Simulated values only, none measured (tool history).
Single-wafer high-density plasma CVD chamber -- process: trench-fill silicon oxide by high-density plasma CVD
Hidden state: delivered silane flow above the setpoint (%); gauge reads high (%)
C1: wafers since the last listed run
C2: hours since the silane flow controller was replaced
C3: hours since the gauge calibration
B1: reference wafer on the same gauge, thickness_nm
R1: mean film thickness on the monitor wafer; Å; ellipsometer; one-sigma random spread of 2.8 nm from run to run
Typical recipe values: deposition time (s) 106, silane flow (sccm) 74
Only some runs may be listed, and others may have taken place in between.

{"run": 1, "hour": 0.0, "deposition time (s)": 106, "silane flow (sccm)": 74, "C1": 0, "C2": 2448.4, "C3": 893.9, "B1": 655.215, "R1": 7689.06}
{"run": 2, "hour": 67.5, "deposition time (s)": 106, "silane flow (sccm)": 74, "C1": 1003, "C2": 2515.9, "C3": 961.4, "B1": 655.588, "R1": 7667.81}
{"run": 3, "hour": 183.3, "deposition time (s)": 106, "silane flow (sccm)": 74, "C1": 1721, "C2": 2631.7, "C3": 1077.2, "B1": 655.434, "R1": 7721.18}
{"run": 4, "hour": 254.0, "deposition time (s)": 106, "silane flow (sccm)": 74, "C1": 1051, "C2": 2702.4, "C3": 1147.9, "B1": 654.668, "R1": 7728.45}
{"run": 5, "hour": 298.4, "deposition time (s)": 106, "silane flow (sccm)": 74, "C1": 660, "C2": 2746.8, "C3": 1192.3, "B1": 653.835, "R1": 7711.26}
{"run": 6, "hour": 355.2, "deposition time (s)": 106, "silane flow (sccm)": 74, "C1": 844, "C2": 2803.6, "C3": 1249.1, "B1": 655.886, "R1": 7707.22}
{"run": 7, "hour": 423.2, "deposition time (s)": 106, "silane flow (sccm)": 74, "C1": 1010, "C2": 2871.6, "C3": 1317.1, "B1": 654.674, "R1": 7752.31}
{"run": 8, "hour": 453.0, "deposition time (s)": 106, "silane flow (sccm)": 74, "C1": 443, "C2": 2901.4, "C3": 1346.9, "B1": 654.241, "R1": 7728.88}
{"run": 9, "hour": 511.4, "deposition time (s)": 106, "silane flow (sccm)": 74, "C1": 868, "C2": 2959.8, "C3": 1405.3, "B1": 655.31, "R1": 7705.78}
{"run": 10, "hour": 565.9, "deposition time (s)": 106, "silane flow (sccm)": 74, "C1": 810, "C2": 3014.3, "C3": 1459.8, "B1": 654.871, "R1": 7747.39}
{"run": 11, "hour": 616.8, "deposition time (s)": 106, "silane flow (sccm)": 74, "C1": 756, "C2": 3065.2, "C3": 1510.7, "B1": 655.16, "R1": 7742.47}
{"run": 12, "hour": 683.6, "deposition time (s)": 95, "silane flow (sccm)": 74, "C1": 993, "C2": 3132, "C3": 1577.5, "B1": 654.64, "R1": 6945.1}
{"run": 13, "hour": 754.3, "deposition time (s)": 95, "silane flow (sccm)": 74, "C1": 1051, "C2": 3202.7, "C3": 1648.2, "B1": 654.64, "R1": 6959.03}
{"run": 14, "hour": 818.3, "deposition time (s)": 95, "silane flow (sccm)": 74, "C1": 951, "C2": 3266.7, "C3": 1712.2, "B1": 654.855, "R1": 6955.97}
{"hour": 855.9, "done": "silane flow controller replaced"}
{"run": 15, "hour": 878.0, "deposition time (s)": 106, "silane flow (sccm)": 74, "C1": 768, "C2": 22.1, "C3": 1771.9, "B1": 655.286, "R1": 7491.78}
{"run": 16, "hour": 929.9, "deposition time (s)": 116, "silane flow (sccm)": 74, "C1": 771, "C2": 74, "C3": 1823.8, "B1": 655.194, "R1": 8194.81}
{"run": 17, "hour": 974.4, "deposition time (s)": 106, "silane flow (sccm)": 81, "C1": 661, "C2": 118.5, "C3": 1868.3, "B1": 654.656, "R1": 7998.83}
{"run": 18, "hour": 1021.6, "deposition time (s)": 106, "silane flow (sccm)": 81, "C1": 701, "C2": 165.7, "C3": 1915.5, "B1": 655.915, "R1": 8020.98}
{"run": 19, "hour": 1061.0, "deposition time (s)": 106, "silane flow (sccm)": 74, "C1": 585, "C2": 205.1, "C3": 1954.9, "B1": 655.426, "R1": 7515.45}
{"hour": 1096.9, "done": "gauge calibrated"}
{"run": 20, "hour": 1106.3, "deposition time (s)": 106, "silane flow (sccm)": 74, "C1": 673, "C2": 250.4, "C3": 9.4, "B1": 654.827, "R1": 7490.22}
{"run": 21, "hour": 1136.9, "deposition time (s)": 87, "silane flow (sccm)": 69, "C1": 454, "C2": 281, "C3": 40, "B1": 655.106, "R1": 5807.05}
{"run": 22, "hour": 1190.5, "deposition time (s)": 98, "silane flow (sccm)": 60, "C1": 796, "C2": 334.6, "C3": 93.6, "B1": 654.791, "R1": 5963.75}
{"run": 23, "hour": 1238.6, "deposition time (s)": 106, "silane flow (sccm)": 74, "C1": 715, "C2": 382.7, "C3": 141.7, "B1": 655.575, "R1": 7521.38}
{"run": 24, "hour": 1282.2, "deposition time (s)": 106, "silane flow (sccm)": 74, "C1": 648, "C2": 426.3, "C3": 185.3, "B1": 654.741, "R1": 7520.26}
{"run": 25, "hour": 1336.1, "deposition time (s)": 85, "silane flow (sccm)": 74, "C1": 801, "C2": 480.2, "C3": 239.2, "B1": 654.035, "R1": 6053.63}
{"run": 26, "hour": 1367.7, "deposition time (s)": 93, "silane flow (sccm)": 86, "C1": 469, "C2": 511.8, "C3": 270.8, "B1": 654.745, "R1": 7341.44}
{"run": 27, "hour": 1426.8, "deposition time (s)": 106, "silane flow (sccm)": 74, "C1": 878, "C2": 570.9, "C3": 329.9, "B1": 654.6, "R1": 7463.95}
{"run": 28, "hour": 1477.0, "deposition time (s)": 106, "silane flow (sccm)": 88, "C1": 746, "C2": 621.1, "C3": 380.1, "B1": 655.302, "R1": 8548.89}
{"run": 29, "hour": 1517.2, "deposition time (s)": 106, "silane flow (sccm)": 74, "C1": 597, "C2": 661.3, "C3": 420.3, "B1": 653.959, "R1": 7569.45}
{"run": 30, "hour": 1555.2, "deposition time (s)": 89, "silane flow (sccm)": 82, "C1": 564, "C2": 699.3, "C3": 458.3, "B1": 655.004, "R1": 6799.36}
{"run": 31, "hour": 1583.9, "deposition time (s)": 106, "silane flow (sccm)": 74, "C1": 426, "C2": 728, "C3": 487, "B1": 654.611, "R1": 7527.62}
{"run": 32, "hour": 1629.9, "deposition time (s)": 92, "silane flow (sccm)": 62, "C1": 683, "C2": 774, "C3": 533, "B1": 655.69, "R1": 5744.26}
{"run": 33, "hour": 1660.6, "deposition time (s)": 92, "silane flow (sccm)": 88, "C1": 456, "C2": 804.7, "C3": 563.7, "B1": 655.176, "R1": 7394.67}
{"run": 34, "hour": 1721.1, "deposition time (s)": 121, "silane flow (sccm)": 67, "C1": 899, "C2": 865.2, "C3": 624.2, "B1": 654.883, "R1": 8007.57}
{"run": 35, "hour": 1778.2, "deposition time (s)": 86, "silane flow (sccm)": 62, "C1": 848, "C2": 922.3, "C3": 681.3, "B1": 654.682, "R1": 5391.24}
{"run": 36, "hour": 1826.6, "deposition time (s)": 90, "silane flow (sccm)": 63, "C1": 719, "C2": 970.7, "C3": 729.7, "B1": 654.357, "R1": 5680.15}
{"run": 37, "hour": 1883.1, "deposition time (s)": 106, "silane flow (sccm)": 87, "C1": 839, "C2": 1027.2, "C3": 786.2, "B1": 654.716, "R1": 8464.06}
{"run": 38, "hour": 1945.6, "deposition time (s)": 106, "silane flow (sccm)": 80, "C1": 929, "C2": 1089.7, "C3": 848.7, "B1": 655.064, "R1": 8052.81}
{"run": 39, "hour": 1996.1, "deposition time (s)": 98, "silane flow (sccm)": 60, "C1": 750, "C2": 1140.2, "C3": 899.2, "B1": 655.571, "R1": 6007.68}
{"run": 40, "hour": 2041.6, "deposition time (s)": 106, "silane flow (sccm)": 74, "C1": 676, "C2": 1185.7, "C3": 944.7, "B1": 655.268, "R1": 7547.45}
{"run": 41, "hour": 2078.0, "deposition time (s)": 85, "silane flow (sccm)": 81, "C1": 541, "C2": 1222.1, "C3": 981.1, "B1": 654.982, "R1": 6463.8}

Consider 4 possible next runs. They are alternatives, not a sequence: every one starts from the tool as it was left by run 41. What does each give?
{"run": "A", "hour": 2078.4, "deposition time (s)": 106, "silane flow (sccm)": 65, "C1": 5, "C2": 1222.5, "C3": 981.5, "B1": "?", "R1": "?"}
{"run": "B", "hour": 2078.4, "deposition time (s)": 113, "silane flow (sccm)": 82, "C1": 5, "C2": 1222.5, "C3": 981.5, "B1": "?", "R1": "?"}
{"run": "C", "hour": 2078.4, "deposition time (s)": 112, "silane flow (sccm)": 83, "C1": 5, "C2": 1222.5, "C3": 981.5, "B1": "?", "R1": "?"}
{"run": "D", "hour": 2078.4, "deposition time (s)": 120, "silane flow (sccm)": 80, "C1": 5, "C2": 1222.5, "C3": 981.5, "B1": "?", "R1": "?"}

run=A B1=654.698 R1=6912.7
run=B B1=654.698 R1=8726.39
run=C B1=654.698 R1=8728.29
run=D B1=654.698 R1=9097.4
The same runs, with their run-to-run variation unchanged, on a tool lacking any hidden condition would have given:
run=A R1=6897.82
run=B R1=8707.61
run=C R1=8709.51
run=D R1=9077.83
